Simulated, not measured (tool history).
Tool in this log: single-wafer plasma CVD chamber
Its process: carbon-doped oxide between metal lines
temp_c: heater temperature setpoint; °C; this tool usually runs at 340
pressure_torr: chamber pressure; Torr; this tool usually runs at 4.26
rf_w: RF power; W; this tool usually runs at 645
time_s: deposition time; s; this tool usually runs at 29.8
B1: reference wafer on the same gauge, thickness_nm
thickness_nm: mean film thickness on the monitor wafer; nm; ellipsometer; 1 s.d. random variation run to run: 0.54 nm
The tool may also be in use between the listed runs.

{"run": 1, "day": 0.0, "temp_c": 340, "pressure_torr": 4.26, "rf_w": 645, "time_s": 29.8, "B1": 152.439, "thickness_nm": 183.729}
{"run": 2, "day": 1.292, "temp_c": 340, "pressure_torr": 4.26, "rf_w": 645, "time_s": 29.8, "B1": 152.352, "thickness_nm": 184.589}
{"run": 3, "day": 3.921, "temp_c": 334, "pressure_torr": 4.01, "rf_w": 645, "time_s": 29.8, "B1": 152.185, "thickness_nm": 185.925}
{"run": 4, "day": 5.421, "temp_c": 340, "pressure_torr": 4.26, "rf_w": 645, "time_s": 32.6, "B1": 152.05, "thickness_nm": 200.438}
{"run": 5, "day": 6.942, "temp_c": 340, "pressure_torr": 4.26, "rf_w": 645, "time_s": 32.6, "B1": 151.938, "thickness_nm": 199.645}
{"run": 6, "day": 9.85, "temp_c": 340, "pressure_torr": 4.26, "rf_w": 645, "time_s": 32.6, "B1": 151.768, "thickness_nm": 200.654}
{"run": 7, "day": 11.246, "temp_c": 340, "pressure_torr": 4.26, "rf_w": 645, "time_s": 29.8, "B1": 151.613, "thickness_nm": 184.483}
{"run": 8, "day": 14.062, "temp_c": 340, "pressure_torr": 4.26, "rf_w": 645, "time_s": 29.8, "B1": 151.373, "thickness_nm": 182.321}
{"run": 9, "day": 16.108, "temp_c": 340, "pressure_torr": 4.26, "rf_w": 725, "time_s": 29.8, "B1": 151.061, "thickness_nm": 203.632}
{"run": 10, "day": 17.5, "temp_c": 340, "pressure_torr": 4.26, "rf_w": 725, "time_s": 29.8, "B1": 150.839, "thickness_nm": 203.988}
{"run": 11, "day": 18.95, "temp_c": 340, "pressure_torr": 4.26, "rf_w": 645, "time_s": 33.6, "B1": 150.64, "thickness_nm": 205.395}

What will run 12 give?
{"day": 21.133, "done": "capacitance manometer re-zeroed and calibrated"}
{"day": 24.621, "done": "showerhead replaced"}
{"run": 12, "day": 25.6, "temp_c": 351, "pressure_torr": 3.59, "rf_w": 730, "time_s": 29.8, "B1": "?", "thickness_nm": "?"}

For run 12 the tool returned B1 149.852, thickness_nm 193.345 nm.
With no hidden state in the tool, this same run would have given thickness_nm 197.385 nm.

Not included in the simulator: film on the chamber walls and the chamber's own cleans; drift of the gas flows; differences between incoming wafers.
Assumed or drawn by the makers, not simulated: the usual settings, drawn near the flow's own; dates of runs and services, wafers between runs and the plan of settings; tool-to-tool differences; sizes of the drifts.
